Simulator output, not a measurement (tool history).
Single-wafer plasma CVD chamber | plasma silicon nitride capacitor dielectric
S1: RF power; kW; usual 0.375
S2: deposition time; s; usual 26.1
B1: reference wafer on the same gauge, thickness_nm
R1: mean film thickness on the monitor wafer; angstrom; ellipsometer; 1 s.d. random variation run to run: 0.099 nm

run	day	S1	S2	B1	R1
1	0	0.32	26.1	39.035	309.24
2	3.154	0.375	23.7	39.031	300.87
3	4.729	0.375	23.7	38.982	298.43
4	8.429	0.375	23.7	39.02	299.57
5	12.871	0.375	22	38.966	278.27
6	16.712	0.375	22	38.987	277.35
7	19.371	0.375	26.1	38.935	329.65
8	20.912	0.42	26.1	39	346.76
# day 21.471: showerhead replaced
9	25.079	0.42	26.1	38.984	344.13
10	28.596	0.42	26.1	39.005	342.88
# day 29.633: gauge calibrated
11	30.679	0.33	22.8	39.011	269.21
12	34.821	0.355	21.7	39.018	264.58
# day 38.121: RF generator calibrated
13	38.838	0.35	21.5	39.014	264.65
14	40.642	0.375	28.8	39.01	366.4
15	44.633	0.4	26.1	39	342.17
16	46.571	0.345	22.7	39.023	279.11
17	48.904	0.375	26.1	38.995	331.95
18	53.3	0.375	26.1	38.97	329.47
19	56.929	0.335	21.1	39	254.7
20	60.875	0.375	26.1	38.971	331.94

Some steps in R1, run to run, broken into two amounts with sign: the step expected even without the hidden condition (settings, incoming material, random variation), and the rest, left for the hidden condition together with whatever gauge scatter is not in both the measured and the hidden-condition-free result:
What the log doesn't record here: delivered RF power above the setpoint (%); gauge reads high (%).
Run 6 -> 7: S2 22 -> 26.1. R1 +52.3 angstrom: hidden state -0.82, all else +53.12.
Run 12 -> 13: S1 0.355 -> 0.35, S2 21.7 -> 21.5, RF generator calibrated. R1 +0.07 angstrom: hidden state +4.6, all else -4.53.
Run 13 -> 14: S1 0.35 -> 0.375, S2 21.5 -> 28.8. R1 +101.75 angstrom: hidden state -0.13, all else +101.88.
Run 19 -> 20: S1 0.335 -> 0.375, S2 21.1 -> 26.1. R1 +77.24 angstrom: hidden state -0.64, all else +77.88.
